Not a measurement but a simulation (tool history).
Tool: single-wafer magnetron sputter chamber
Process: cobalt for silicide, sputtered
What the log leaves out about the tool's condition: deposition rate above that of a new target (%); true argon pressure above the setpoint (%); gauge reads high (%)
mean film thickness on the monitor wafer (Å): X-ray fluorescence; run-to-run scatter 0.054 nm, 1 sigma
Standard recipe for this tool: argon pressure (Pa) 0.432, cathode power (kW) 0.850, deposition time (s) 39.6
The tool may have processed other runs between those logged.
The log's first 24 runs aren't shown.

| run | hour | argon pressure (Pa) | cathode power (kW) | deposition time (s) | wafers since the last listed run | wafers on the sputter target | hours since the last manometer calibration | hours since the magnet pack was replaced | hours since the gauge calibration | read-back reference wafer on the same gauge, thickness_nm | mean film thickness on the monitor wafer (Å) |
|---|---|---|---|---|---|---|---|---|---|---|---|
| 25 | 1179.2 | 0.279 | 0.700 | 35.4 | 1071 | 3773 | 730.3 | 551.5 | 894.8 | 16.506 | 128.17 |
| 26 | 1229.5 | 0.497 | 1.000 | 37.2 | 859 | 4632 | 780.6 | 601.8 | 945.1 | 16.496 | 183.90 |
| 27 | 1267.7 | 0.432 | 0.850 | 39.6 | 652 | 5285 | 818.8 | 640.0 | 983.3 | 16.480 | 168.79 |
| 28 | 1324.1 | 0.598 | 0.950 | 32.0 | 963 | 6248 | 875.2 | 696.4 | 1039.7 | 16.494 | 146.73 |
| 29 | 1375.2 | 0.358 | 0.950 | 45.7 | 872 | 7121 | 926.3 | 747.5 | 1090.8 | 16.499 | 218.97 |
| 30 | 1414.1 | 0.501 | 0.850 | 47.5 | 664 | 7785 | 965.2 | 786.4 | 1129.7 | 16.485 | 198.57 |
|  | 1428.7 | sputter target and shields replaced |
| 31 | 1466.5 | 0.280 | 0.650 | 44.6 | 758 | 645 | 1017.6 | 838.8 | 1182.1 | 16.489 | 152.35 |
|  | 1481.1 | gauge calibrated |
| 32 | 1533.9 | 0.349 | 0.750 | 43.8 | 1151 | 1796 | 1085.0 | 906.2 | 52.8 | 16.487 | 168.84 |

Run 33 comes next. What will it give?
| 33 | 1587.6 | 0.527 | 0.700 | 36.2 | 917 | 2713 | 1138.7 | 959.9 | 106.5 | ? | ? |

Run 33 produced read-back reference wafer on the same gauge, thickness_nm 16.500, mean film thickness on the monitor wafer (Å) 124.65.
If the tool had no hidden condition, the same run with the same run-to-run variation would have returned mean film thickness on the monitor wafer (Å) 127.99.

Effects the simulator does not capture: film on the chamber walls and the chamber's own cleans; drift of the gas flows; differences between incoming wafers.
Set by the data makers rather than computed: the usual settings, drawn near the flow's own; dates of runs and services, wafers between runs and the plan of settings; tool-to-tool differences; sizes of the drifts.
